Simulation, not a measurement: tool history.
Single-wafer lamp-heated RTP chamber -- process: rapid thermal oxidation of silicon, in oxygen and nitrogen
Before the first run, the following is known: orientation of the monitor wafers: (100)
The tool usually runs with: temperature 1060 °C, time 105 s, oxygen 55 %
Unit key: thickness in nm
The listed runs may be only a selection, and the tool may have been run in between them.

run    hour  temperature  time  oxygen  wafers since the last listed run  wafers since the last pyrometer calibration  hours since the oxygen flow controller was replaced  hours since the gauge calibration  read-back reference wafer on the same gauge, thickness  thickness
  1     0.0         1040   105      55                                 0                                         4100                                               4708.0                              365.6                                                   7.689      8.483
        8.9  -- pyrometer window cleaned and pyrometer calibrated
  2    27.4         1040   105      55                               195                                          186                                               4735.4                              393.0                                                   7.693      8.173
  3    59.0         1040   105      55                               319                                          505                                               4767.0                              424.6                                                   7.691      8.201
  4   106.5         1060   105      55                               479                                          985                                               4814.5                              472.1                                                   7.689      9.469
  5   163.6         1060   105      55                               576                                         1562                                               4871.6                              529.2                                                   7.692      9.483
  6   223.2         1060   105      55                               602                                         2164                                               4931.2                              588.8                                                   7.690      9.501
  7   252.2         1060   105      55                               292                                         2457                                               4960.2                              617.8                                                   7.694      9.580
  8   285.2         1060   105      55                               333                                         2790                                               4993.2                              650.8                                                   7.691      9.576
  9   312.2         1060   105      55                               272                                         3063                                               5020.2                              677.8                                                   7.694      9.638
      430.2  -- pyrometer window cleaned and pyrometer calibrated
 10   474.1         1060   105      55                              1554                                          443                                               5182.1                              839.7                                                   7.686      9.384
 11   535.6         1060   105      55                               621                                         1064                                               5243.6                              901.2                                                   7.691      9.404
 12   609.5         1060   105      55                               746                                         1810                                               5317.5                              975.1                                                   7.686      9.443
      635.3  -- gauge calibrated
 13   639.8         1060   105      55                               306                                         2116                                               5347.8                                4.5                                                   7.691      9.504
      657.5  -- oxygen flow controller replaced
 14   681.1         1060   105      55                               336                                         2453                                                 23.6                               45.8                                                   7.689      9.546
 15   732.6         1060   105      55                               520                                         2973                                                 75.1                               97.3                                                   7.690      9.583
      799.5  -- pyrometer window cleaned and pyrometer calibrated
 16   800.0         1060   105      55                               600                                            5                                                142.5                              164.7                                                   7.687      9.366
 17   823.7         1060   105      55                               239                                          244                                                166.2                              188.4                                                   7.687      9.375
 18   869.3         1060   105      43                               460                                          705                                                211.8                              234.0                                                   7.688      8.614
 19   899.0         1060   105      55                               300                                         1005                                                241.5                              263.7                                                   7.692      9.439
 20   939.8         1080   141      55                               412                                         1417                                                282.3                              304.5                                                   7.694     12.349
 21   979.1         1037    74      35                               396                                         1814                                                321.6                              343.8                                                   7.690      5.931
 22  1036.7         1089   153      55                               581                                         2396                                                379.2                              401.4                                                   7.691     13.720
 23  1095.9         1047   105      65                               597                                         2994                                                438.4                              460.6                                                   7.690      9.346
 24  1122.1         1045   140      36                               264                                         3259                                                464.6                              486.8                                                   7.687      8.486
     1159.0  -- pyrometer window cleaned and pyrometer calibrated
 25  1182.1         1036    65      38                               525                                          233                                                524.6                              546.8                                                   7.693      5.650
 26  1235.4         1083    83      45                               538                                          771                                                577.9                              600.1                                                   7.687      9.167
 27  1275.7         1060   105      55                               407                                         1178                                                618.2                              640.4                                                   7.692      9.473
 28  1313.0         1084   121      26                               376                                         1555                                                655.5                              677.7                                                   7.692      9.042
 29  1454.1         1081    89      68                              1425                                         2980                                                796.6                              818.8                                                   7.686     11.051
     1492.0  -- pyrometer window cleaned and pyrometer calibrated
 30  1592.0         1081   134      55                              1312                                         1010                                                934.5                              956.7                                                   7.691     12.178
     1612.5  -- gauge calibrated
 31  1664.0         1089   153      55                               727                                         1737                                               1006.5                               51.5                                                   7.689     13.756

Hidden state at the last listed run before each entry between runs and at the first one after, where it differs:
Between runs 1 and 2: pyrometer window cleaned and pyrometer calibrated (hour 8.9)
  true wafer temperature minus pyrometer reading, K: 6.02 -> 0.671
  difference, measured minus the result without the unlogged condition, thickness: +0.347 -> +0.038 nm
Between runs 9 and 10: pyrometer window cleaned and pyrometer calibrated (hour 430.2)
  true wafer temperature minus pyrometer reading, K: 4.31 -> 0.671
  difference, measured minus the result without the unlogged condition, thickness: +0.275 -> +0.042 nm
Between runs 12 and 13: gauge calibrated (hour 635.3)
  true wafer temperature minus pyrometer reading, K: 2.4 -> 2.79
  difference, measured minus the result without the unlogged condition, thickness: +0.152 -> +0.177 nm
Between runs 13 and 14: oxygen flow controller replaced (hour 657.5)
  true wafer temperature minus pyrometer reading, K: 2.79 -> 3.32
  difference, measured minus the result without the unlogged condition, thickness: +0.177 -> +0.211 nm
Between runs 15 and 16: pyrometer window cleaned and pyrometer calibrated (hour 799.5)
  true wafer temperature minus pyrometer reading, K: 3.97 -> 0.369
  difference, measured minus the result without the unlogged condition, thickness: +0.253 -> +0.023 nm
Between runs 24 and 25: pyrometer window cleaned and pyrometer calibrated (hour 1159.0)
  true wafer temperature minus pyrometer reading, K: 4.48 -> 0.816
  difference, measured minus the result without the unlogged condition, thickness: +0.258 -> +0.032 nm
Between runs 29 and 30: pyrometer window cleaned and pyrometer calibrated (hour 1492.0)
  true wafer temperature minus pyrometer reading, K: 4.29 -> 2.21
  difference, measured minus the result without the unlogged condition, thickness: +0.304 -> +0.173 nm
Between runs 30 and 31: gauge calibrated (hour 1612.5)
  true wafer temperature minus pyrometer reading, K: 2.21 -> 3.13
  difference, measured minus the result without the unlogged condition, thickness: +0.173 -> +0.273 nm
